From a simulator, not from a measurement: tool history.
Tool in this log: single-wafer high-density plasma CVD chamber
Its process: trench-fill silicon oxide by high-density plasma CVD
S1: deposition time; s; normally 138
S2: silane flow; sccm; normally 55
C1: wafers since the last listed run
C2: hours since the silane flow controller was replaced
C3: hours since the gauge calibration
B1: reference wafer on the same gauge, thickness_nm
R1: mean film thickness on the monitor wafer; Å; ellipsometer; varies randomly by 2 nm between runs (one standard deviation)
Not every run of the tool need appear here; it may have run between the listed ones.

run	hour	S1	S2	C1	C2	C3	B1	R1
1	0.0	147	55	0	4188.8	103.4	949.894	8564.22
2	25.7	147	55	340	4214.5	129.1	949.858	8510.05
3	49.8	147	55	319	4238.6	153.2	950.083	8538.99
4	66.5	123	55	221	4255.3	169.9	950.826	7145.14
5	83.5	123	55	225	4272.3	186.9	949.931	7181.74
6	112.8	118	55	387	4301.6	216.2	950.183	6869.36
7	126.7	118	55	184	4315.5	230.1	949.815	6865.91
8	145.2	118	55	244	4334.0	248.6	950.052	6863.80
9	158.0	138	55	169	4346.8	261.4	949.323	8041.25
10	190.5	120	55	430	4379.3	293.9	949.970	6968.64
11	211.6	138	55	279	4400.4	315.0	949.902	8035.96
12	292.3	138	59	1068	4481.1	395.7	949.947	8590.33
13	323.7	156	55	415	4512.5	427.1	950.013	9029.26
14	348.2	138	62	324	4537.0	451.6	950.474	9044.64
15	361.6	138	58	177	4550.4	465.0	950.245	8428.36
16	383.8	138	58	293	4572.6	487.2	949.288	8461.03
17	411.8	138	55	370	4600.6	515.2	949.717	7983.99
# hour 420.7: silane flow controller replaced
18	446.7	150	55	356	26.0	550.1	950.539	9790.33
19	468.1	138	55	283	47.4	571.5	949.178	8959.95
# hour 471.5: gauge calibrated
20	490.4	138	55	295	69.7	18.9	950.078	8986.13
21	505.3	138	55	197	84.6	33.8	950.104	8945.00
22	522.3	153	55	225	101.6	50.8	950.884	9955.90
23	545.0	124	60	300	124.3	73.5	950.689	8766.48
24	568.3	147	52	308	147.6	96.8	949.807	9018.34
# hour 588.1: silane flow controller replaced, repeated, since the last time left the tool worse
25	588.6	138	51	162	0.5	117.1	949.685	7701.18

What will run 26 give?
26	616.7	138	49	372	28.6	145.2	?	?

Run 26 measured B1 949.673, R1 7406.43 Å.
With the hidden condition absent and the run-to-run variation left alone, this run would have shown R1 7447.16 Å.
